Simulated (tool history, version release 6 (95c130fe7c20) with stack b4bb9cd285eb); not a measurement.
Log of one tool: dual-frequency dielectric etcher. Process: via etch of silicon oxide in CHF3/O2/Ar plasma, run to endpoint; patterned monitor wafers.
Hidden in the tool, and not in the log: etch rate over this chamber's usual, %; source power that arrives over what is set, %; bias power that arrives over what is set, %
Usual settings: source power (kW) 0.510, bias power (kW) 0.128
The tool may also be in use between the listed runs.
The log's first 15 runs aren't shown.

run   hour  source power (kW)  bias power (kW)  wafers since the last listed run  hours since the last wet clean  hours since the last source power generator calibration  hours since the last bias power generator calibration  hours since the last upper electrode change  incoming incoming film thickness, nm  endpoint time (s)
 16  181.8              0.560            0.128                                42                           499.1                                                    150.9                                                 5618.0                                         68.7                                 674.3              399.7
 17  188.6              0.560            0.148                                28                           505.9                                                    157.7                                                 5624.8                                         75.5                                 668.8              383.8
     195.2  -- bias power generator calibrated
     217.9  -- wet clean of the chamber
 18  218.4              0.400            0.142                                13                             0.5                                                    187.5                                                   23.2                                        105.3                                 664.7              523.2
 19  218.8              0.510            0.128                                 1                             0.9                                                    187.9                                                   23.6                                        105.7                                 670.7              441.4
 20  219.2              0.510            0.128                                 1                             1.3                                                    188.3                                                   24.0                                        106.1                                 664.0              438.4
 21  230.5              0.610            0.108                                47                            12.6                                                    199.6                                                   35.3                                        117.4                                 675.1              412.6
 22  247.6              0.570            0.156                                71                            29.7                                                    216.7                                                   52.4                                        134.5                                 673.1              393.2
 23  257.3              0.510            0.128                                40                            39.4                                                    226.4                                                   62.1                                        144.2                                 679.8              448.2
 24  269.9              0.460            0.158                                52                            52.0                                                    239.0                                                   74.7                                        156.8                                 665.8              454.2
 25  287.4              0.590            0.099                                73                            69.5                                                    256.5                                                   92.2                                        174.3                                 669.8              413.5
 26  301.9              0.460            0.099                                60                            84.0                                                    271.0                                                  106.7                                        188.8                                 671.1              499.6
 27  312.4              0.450            0.140                                44                            94.5                                                    281.5                                                  117.2                                        199.3                                 672.4              483.5
 28  329.4              0.510            0.128                                71                           111.5                                                    298.5                                                  134.2                                        216.3                                 665.3              434.7
 29  341.6              0.440            0.102                                51                           123.7                                                    310.7                                                  146.4                                        228.5                                 668.8              507.4
 30  354.4              0.400            0.150                                53                           136.5                                                    323.5                                                  159.2                                        241.3                                 669.5              506.0
 31  365.4              0.510            0.154                                46                           147.5                                                    334.5                                                  170.2                                        252.3                                 669.4              421.8

The next listed run, before its measurement:
 32  381.9              0.470            0.107                                69                           164.0                                                    351.0                                                  186.7                                        268.8                                 666.4                  ?

endpoint time (s): 479.6
Without the tool's hidden state the same run would have given endpoint time (s) 483.8.
